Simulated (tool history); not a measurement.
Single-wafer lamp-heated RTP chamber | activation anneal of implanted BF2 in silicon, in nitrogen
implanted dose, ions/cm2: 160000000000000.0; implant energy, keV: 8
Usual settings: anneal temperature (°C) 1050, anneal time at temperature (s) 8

run   hour  anneal temperature (°C)  anneal time at temperature (s)  read-back reference wafer on the same gauge, sheet resistance  sheet resistance of the implanted and annealed layer (ohm/square)
  1      0                     1041                              11                                                         693.04                                                              759.9
  2    8.4                     1041                              11                                                         693.12                                                             758.77
  3   20.3                     1050                               8                                                         692.87                                                             762.98
  4   35.6                     1068                               4                                                         693.14                                                             769.83
  5   45.2                     1068                               8                                                         692.84                                                             752.66
  6   67.8                     1068                               8                                                         692.95                                                             753.16
      82.1  -- gauge calibrated
  7   88.1                     1068                               8                                                         693.11                                                             748.06
      99.9  -- pyrometer window cleaned and pyrometer calibrated
  8    103                     1050                               8                                                         692.83                                                             764.18
     112.5  -- reflector plate cleaned
  9  118.9                     1050                               8                                                          692.9                                                             763.49
 10  133.9                     1050                               8                                                         693.08                                                             763.72
 11  145.7                     1061                              10                                                         692.82                                                             752.64
 12  156.1                     1050                               8                                                         692.97                                                             764.48
 13  166.7                     1063                               5                                                         693.07                                                             766.31
 14  182.2                     1025                               9                                                         693.01                                                             770.71
 15  196.8                     1042                              12                                                         692.94                                                             752.68
     213.4  -- pyrometer window cleaned and pyrometer calibrated
 16  213.9                     1067                               6                                                         693.04                                                             766.25
 17  222.9                     1080                               8                                                         692.81                                                             749.67
 18  239.6                     1038                               8                                                         693.05                                                             769.83
 19  254.9                     1068                               8                                                          693.2                                                             754.86

3 ways to go on from here, each from the tool as it stands after run 19. What would each give?
  A  255.3                     1050                              10                                                              ?                                                                  ?
  B  255.3                     1050                              11                                                              ?                                                                  ?
  C  255.3                     1032                               8                                                              ?                                                                  ?

run  read-back reference wafer on the same gauge, sheet resistance  sheet resistance of the implanted and annealed layer (ohm/square)
  A                                                         692.82                                                             756.24
  B                                                         692.82                                                             753.62
  C                                                         692.82                                                             769.57
Without the tool's hidden state the same runs would have given:
run  sheet resistance of the implanted and annealed layer (ohm/square)
  A                                                             758.11
  B                                                             755.57
  C                                                             771.22
